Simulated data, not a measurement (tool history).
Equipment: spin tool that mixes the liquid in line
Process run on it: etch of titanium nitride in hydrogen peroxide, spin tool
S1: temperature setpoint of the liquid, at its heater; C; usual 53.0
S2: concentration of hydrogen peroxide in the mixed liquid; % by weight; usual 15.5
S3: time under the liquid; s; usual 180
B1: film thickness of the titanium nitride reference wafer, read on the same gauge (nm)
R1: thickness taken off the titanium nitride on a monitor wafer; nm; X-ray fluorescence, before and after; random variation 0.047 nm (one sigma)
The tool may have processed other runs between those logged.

run,hour,S1,S2,S3,B1,R1
1,0.0,53.0,15.5,95,99.98,2.46
2,29.2,58.5,15.5,115,100.01,4.44
3,54.3,58.5,15.5,115,99.99,4.37
4,68.3,58.5,15.5,115,100.01,4.39
5,98.3,53.0,13.0,275,100.01,6.77
6,121.0,53.0,15.5,125,100.01,3.19
7,141.5,58.0,17.5,95,100.03,3.59
8,156.6,53.0,15.5,100,100.03,2.58
9,261.6,53.0,15.5,180,99.99,4.64
10,274.2,57.5,17.0,135,100.00,4.77
11,336.8,58.0,20.0,95,100.00,3.64
12,361.6,53.0,20.0,110,100.01,2.93
13,395.3,53.0,15.5,180,100.01,4.53
14,428.8,53.0,15.5,210,100.02,5.93
15,444.6,44.5,12.0,180,99.98,2.62
16,459.7,58.5,15.5,115,100.00,4.79
17,474.3,60.0,17.0,290,100.02,13.72
18,491.4,53.0,17.5,180,100.00,5.19
19,522.0,53.0,15.5,180,99.98,5.15
20,548.4,53.0,15.5,180,100.03,5.12
21,566.1,46.5,15.5,280,100.00,4.96
22,582.3,57.0,14.5,280,100.03,10.32
23,596.3,53.0,15.5,180,100.02,5.13
24,669.5,53.0,15.5,180,100.00,5.03

Missing from the log above: 5 entries noted between runs. For each, name the pair of listed runs it sits between and say how the tool's hidden condition differs from the listed run just before to the listed run just after:
After run 7, before run 8: peroxide flow meter replaced (hour 143.9)
  temperature lost on the way to the wafer (K): 1.6 -> 1.61
  difference, measured minus the result without the unlogged condition, R1: -0.41 -> -0.31 nm
After run 8, before run 9: thermometer replaced (hour 246.2)
  temperature lost on the way to the wafer (K): 1.61 -> 1.72
  difference, measured minus the result without the unlogged condition, R1: -0.31 -> -0.61 nm
After run 12, before run 13: gauge calibrated (hour 379.4)
  temperature lost on the way to the wafer (K): 1.83 -> 1.86
  difference, measured minus the result without the unlogged condition, R1: -0.41 -> -0.64 nm
After run 13, before run 14: new drum of peroxide connected (hour 420.6); heated supply line repaired (hour 428.3)
  temperature lost on the way to the wafer (K): 1.86 -> 0.229
  difference, measured minus the result without the unlogged condition, R1: -0.64 -> -0.10 nm

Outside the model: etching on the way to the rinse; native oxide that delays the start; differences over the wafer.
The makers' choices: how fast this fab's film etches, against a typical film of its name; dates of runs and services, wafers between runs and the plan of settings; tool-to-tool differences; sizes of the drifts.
